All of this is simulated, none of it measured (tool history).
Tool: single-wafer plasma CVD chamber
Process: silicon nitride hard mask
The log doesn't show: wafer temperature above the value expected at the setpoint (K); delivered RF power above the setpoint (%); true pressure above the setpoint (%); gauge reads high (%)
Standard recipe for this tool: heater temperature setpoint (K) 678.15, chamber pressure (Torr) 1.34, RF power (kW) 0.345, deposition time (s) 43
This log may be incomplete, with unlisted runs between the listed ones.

run	day	heater temperature setpoint (K)	chamber pressure (Torr)	RF power (kW)	deposition time (s)	wafers since the last listed run	hours since the last thermocouple change	hours since the last RF generator calibration	hours since the last manometer calibration	hours since the showerhead was replaced	hours since the gauge calibration	read-back reference wafer on the same gauge, thickness_nm	mean film thickness on the monitor wafer (Å)
1	0	678.15	1.34	0.395	43	0	678.2	40.6	336.8	5574.5	2251.1	55.878	560.32
2	2.958	678.15	1.34	0.345	43	1424	749.2	111.6	407.8	5645.5	2322.1	55.858	503.93
3	4.538	678.15	1.34	0.345	43	760	787.1	149.5	445.7	5683.4	2360	55.906	501.04
4	7.121	678.15	1.34	0.345	43	1243	849.1	211.5	507.7	5745.4	2422	55.875	504.99
5	10.425	678.15	1.34	0.345	43	1591	928.4	290.8	587	5824.7	2501.3	55.877	506.01
# day 11.788: gauge calibrated
6	13.733	678.15	1.34	0.345	43	1593	1007.8	370.2	666.4	5904.1	46.7	55.989	504.37
7	17.562	678.15	1.34	0.345	43	1843	1099.7	462.1	758.3	5996	138.6	55.872	506.23
8	21.912	678.15	1.34	0.345	43	2094	1204.1	566.5	862.7	6100.4	243	55.891	509.96
9	25.512	678.15	1.34	0.345	43	1733	1290.5	652.9	949.1	6186.8	329.4	55.896	503.16
# day 26.812: capacitance manometer re-zeroed and calibrated
10	28.838	686.15	1.34	0.345	48.4	1440	1370.3	732.7	48.6	6266.6	409.2	55.939	557.89
11	30.754	678.15	1.34	0.345	37	922	1416.3	778.7	94.6	6312.6	455.2	55.849	426.43
12	34.404	678.15	1.34	0.345	43	1757	1503.9	866.3	182.2	6400.2	542.8	55.945	499.08
# day 35.179: RF generator calibrated
13	45.912	692.15	1.34	0.345	43	5381	1780.1	257.6	458.4	6676.4	819	55.87	495.88
14	49.75	687.15	1.34	0.345	51.4	1847	1872.2	349.7	550.5	6768.5	911.1	56.016	600.39
15	54.125	684.15	1.58	0.31	38.4	2106	1977.2	454.7	655.5	6873.5	1016.1	55.918	428.13
16	57.467	678.15	1.34	0.345	43	1609	2057.4	534.9	735.7	6953.7	1096.3	55.915	505.14
17	60.908	678.15	1.08	0.345	48.5	1657	2140	617.5	818.3	7036.3	1178.9	55.837	544
18	63.112	678.15	1.46	0.345	43	1061	2192.9	670.4	871.2	7089.2	1231.8	55.993	518.92
# day 65.458: showerhead replaced
# day 67.679: capacitance manometer re-zeroed and calibrated
19	67.7	678.15	1.11	0.345	43	1888	2303	780.5	0.5	53.8	1341.9	55.915	472.04
# day 68.392: thermocouple changed; heater temperature recalibrated
20	71.512	678.15	1.34	0.345	43	1675	74.9	872	92	145.3	1433.4	55.957	499.17
21	75.129	682.15	1.34	0.345	43	1741	161.7	958.8	178.8	232.1	1520.2	55.947	501.92
22	77.967	678.15	1.34	0.345	43	1366	229.8	1026.9	246.9	300.2	1588.3	55.833	499.63
# day 79.517: RF generator calibrated
23	80.604	678.15	1.34	0.345	48.4	1109	293.1	26.1	310.2	363.5	1651.6	55.936	562.97
24	82.892	678.15	1.53	0.38	43	1101	348	81	365.1	418.4	1706.5	55.984	567.43
25	85.304	678.15	1.51	0.295	43	1161	405.9	138.9	423	476.3	1764.4	55.895	441.05
26	87.4	678.15	1.34	0.345	43	1009	456.2	189.2	473.3	526.6	1814.7	55.941	505.59
27	90.421	669.15	1.34	0.385	49	1454	528.7	261.7	545.8	599.1	1887.2	55.804	626.24
28	94.267	678.15	1.34	0.3	47.5	1851	621	354	638.1	691.4	1979.5	55.806	487.33
29	98.1	687.15	1.44	0.385	47.3	1845	713	446	730.1	783.4	2071.5	56.01	618.29

What was the tool's hidden state at every run in the log?
wafer temperature above the value expected at the setpoint (K): 0 on each run
delivered RF power above the setpoint (%): 0 on each run
gauge reads high (%): 0 on each run
H1: true pressure above the setpoint (%)
run	H1
1	1.63
2	2.05
3	2.31
4	2.79
5	3.48
6	4.28
7	5.33
8	6.68
9	7.93
10	-0.559
11	-0.506
12	-0.312
13	1.1
14	1.85
15	2.86
16	3.76
17	4.78
18	5.5
19	-1.19
20	-1.13
21	-0.939
22	-0.707
23	-0.424
24	-0.128
25	0.238
26	0.599
27	1.19
28	2.06
29	3.07
